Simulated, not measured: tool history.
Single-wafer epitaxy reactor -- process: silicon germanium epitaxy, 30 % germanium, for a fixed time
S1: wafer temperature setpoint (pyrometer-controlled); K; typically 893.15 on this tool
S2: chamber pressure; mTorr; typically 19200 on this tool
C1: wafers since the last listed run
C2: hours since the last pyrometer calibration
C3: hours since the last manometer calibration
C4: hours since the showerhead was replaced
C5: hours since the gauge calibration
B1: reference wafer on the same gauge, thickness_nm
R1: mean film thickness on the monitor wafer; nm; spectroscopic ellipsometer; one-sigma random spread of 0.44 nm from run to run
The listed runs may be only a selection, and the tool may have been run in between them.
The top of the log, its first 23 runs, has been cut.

run	hour	S1	S2	C1	C2	C3	C4	C5	B1	R1
24	303.6	904.15	19200	161	70.9	95.6	63.1	472.7	83.216	110.625
# hour 322.7: gauge calibrated
25	351.1	893.15	19200	1051	118.4	143.1	110.6	28.4	83.144	89.591
26	365.3	893.15	19200	314	132.6	157.3	124.8	42.6	83.105	89.717
27	378.6	907.15	22100	294	145.9	170.6	138.1	55.9	83.24	125.752
28	396.5	887.15	20500	396	163.8	188.5	156	73.8	83.148	81.14
29	404.2	883.15	15100	170	171.5	196.2	163.7	81.5	83.044	66.781
30	412.3	888.15	21900	179	179.6	204.3	171.8	89.6	83.267	86.268
31	423.3	880.15	23900	243	190.6	215.3	182.8	100.6	83.2	75.514
32	440	893.15	19200	369	207.3	232	199.5	117.3	83.32	90.776
33	451.9	893.15	22000	263	219.2	243.9	211.4	129.2	83.188	94.227
34	462.5	893.15	16000	234	229.8	254.5	222	139.8	82.962	84.314

Below are 5 alternative next runs, each starting from the tool's condition after run 34. Predict each:
A	462.9	893.15	19200	8	230.2	254.9	222.4	140.2	?	?
B	462.9	893.15	17600	8	230.2	254.9	222.4	140.2	?	?
C	462.9	905.15	14500	8	230.2	254.9	222.4	140.2	?	?
D	462.9	886.15	16800	8	230.2	254.9	222.4	140.2	?	?
E	462.9	900.15	17800	8	230.2	254.9	222.4	140.2	?	?

run	B1	R1
A	83.196	90.361
B	83.196	87.419
C	83.196	102.751
D	83.196	74.649
E	83.196	100.767
Stripped of hidden state, with their random variation kept, the same runs would have yielded:
run	R1
A	88.988
B	86.09
C	101.236
D	73.493
E	99.262

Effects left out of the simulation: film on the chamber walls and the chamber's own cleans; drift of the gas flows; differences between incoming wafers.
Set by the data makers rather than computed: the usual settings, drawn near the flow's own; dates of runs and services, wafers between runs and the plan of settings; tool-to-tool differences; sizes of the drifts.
